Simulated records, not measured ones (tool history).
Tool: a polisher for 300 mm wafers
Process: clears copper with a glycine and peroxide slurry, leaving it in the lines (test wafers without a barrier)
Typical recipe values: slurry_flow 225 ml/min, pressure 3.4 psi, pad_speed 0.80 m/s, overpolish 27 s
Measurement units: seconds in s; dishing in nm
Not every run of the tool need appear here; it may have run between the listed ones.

run	hour	slurry_flow	pressure	pad_speed	overpolish	wafers since the last listed run	wafers polished on this pad	hours since the slurry nozzle was cleaned	hours since the head pressure was calibrated	incoming thickness of the incoming film, nm	seconds	dishing
1	0.0	225	3.4	0.80	27	0	252	185.3	73.2	608.5	125.5	65.3
2	42.4	225	3.4	0.80	27	358	610	227.7	115.6	617.3	122.0	67.9
3	85.7	225	3.4	0.80	27	365	976	271.0	158.9	609.8	127.9	67.5
4	138.6	225	2.6	0.80	22	446	1423	323.9	211.8	616.5	155.2	48.8
# hour 184.8: worn pad replaced by a new one
5	196.3	225	2.6	0.80	22	453	97	381.6	269.5	612.5	154.4	48.8
6	251.4	225	2.6	0.80	22	465	562	436.7	324.6	604.8	150.1	47.8
7	302.7	225	3.4	0.80	27	433	996	488.0	375.9	601.2	128.3	66.0
8	358.5	225	3.4	0.80	27	471	1467	543.8	431.7	598.1	121.4	67.0
9	384.1	225	3.4	0.80	27	216	1684	569.4	457.3	611.2	127.9	65.8
10	413.4	225	3.4	0.60	27	247	1931	598.7	486.6	602.2	143.3	58.5
11	439.6	225	3.4	0.60	27	221	2152	624.9	512.8	609.2	151.8	58.6
# hour 451.6: worn pad replaced by a new one
# hour 502.8: slurry nozzle cleaned
12	510.6	225	2.9	0.80	18	557	490	7.8	583.8	620.0	146.9	43.4
13	559.0	225	3.4	0.80	32	408	899	56.2	632.2	620.0	123.2	73.7
14	622.8	225	3.4	0.80	27	539	1438	120.0	696.0	613.0	128.2	65.3
# hour 678.3: worn pad replaced by a new one
15	678.8	290	2.6	0.80	27	439	4	176.0	752.0	610.3	149.2	56.9
# hour 698.3: head pressure recalibrated
16	706.6	195	3.8	1.08	39	217	222	203.8	8.3	616.1	91.7	94.2
17	739.7	225	3.4	0.90	12	279	502	236.9	41.4	615.7	112.4	38.0
18	809.7	225	2.9	0.80	12	591	1093	306.9	111.4	598.2	132.6	31.7
19	864.5	225	3.4	0.80	27	463	1556	361.7	166.2	609.0	123.1	65.7
# hour 904.7: worn pad replaced by a new one
20	905.2	290	2.4	0.80	27	310	4	402.4	206.9	601.9	156.3	55.4
21	946.6	225	3.4	0.80	27	349	353	443.8	248.3	604.0	120.8	65.3
22	979.9	195	3.9	0.66	36	281	635	477.1	281.6	608.4	128.1	80.1
23	1007.1	225	4.5	0.80	27	229	865	504.3	308.8	607.5	97.8	77.1
24	1047.6	225	3.4	0.80	27	342	1207	544.8	349.3	606.7	125.0	66.8
# hour 1055.2: slurry nozzle cleaned
25	1105.9	225	3.4	0.70	15	484	1691	50.7	407.6	620.3	139.2	40.3
# hour 1121.5: worn pad replaced by a new one
26	1154.8	225	4.5	1.06	37	379	281	99.6	456.5	613.0	81.2	100.1
27	1221.1	270	3.0	0.90	34	560	841	165.9	522.8	622.6	131.3	74.0

Alternative continuations, all from the tool just after run 27; predict every row:
A	1221.6	170	3.4	0.80	27	4	846	166.4	523.3	603.8	?	?
B	1221.6	175	2.7	0.80	27	4	846	166.4	523.3	603.8	?	?
C	1221.6	160	3.4	0.62	27	4	846	166.4	523.3	603.8	?	?
D	1221.6	285	2.6	0.80	27	4	846	166.4	523.3	603.8	?	?

run	seconds	dishing
A	130.5	64.3
B	156.3	55.8
C	155.2	57.4
D	151.8	56.8
The same runs, with their run-to-run variation unchanged, on a tool lacking any hidden condition would have given:
run	seconds	dishing
A	130.5	64.3
B	156.3	55.8
C	155.2	57.4
D	151.8	56.8

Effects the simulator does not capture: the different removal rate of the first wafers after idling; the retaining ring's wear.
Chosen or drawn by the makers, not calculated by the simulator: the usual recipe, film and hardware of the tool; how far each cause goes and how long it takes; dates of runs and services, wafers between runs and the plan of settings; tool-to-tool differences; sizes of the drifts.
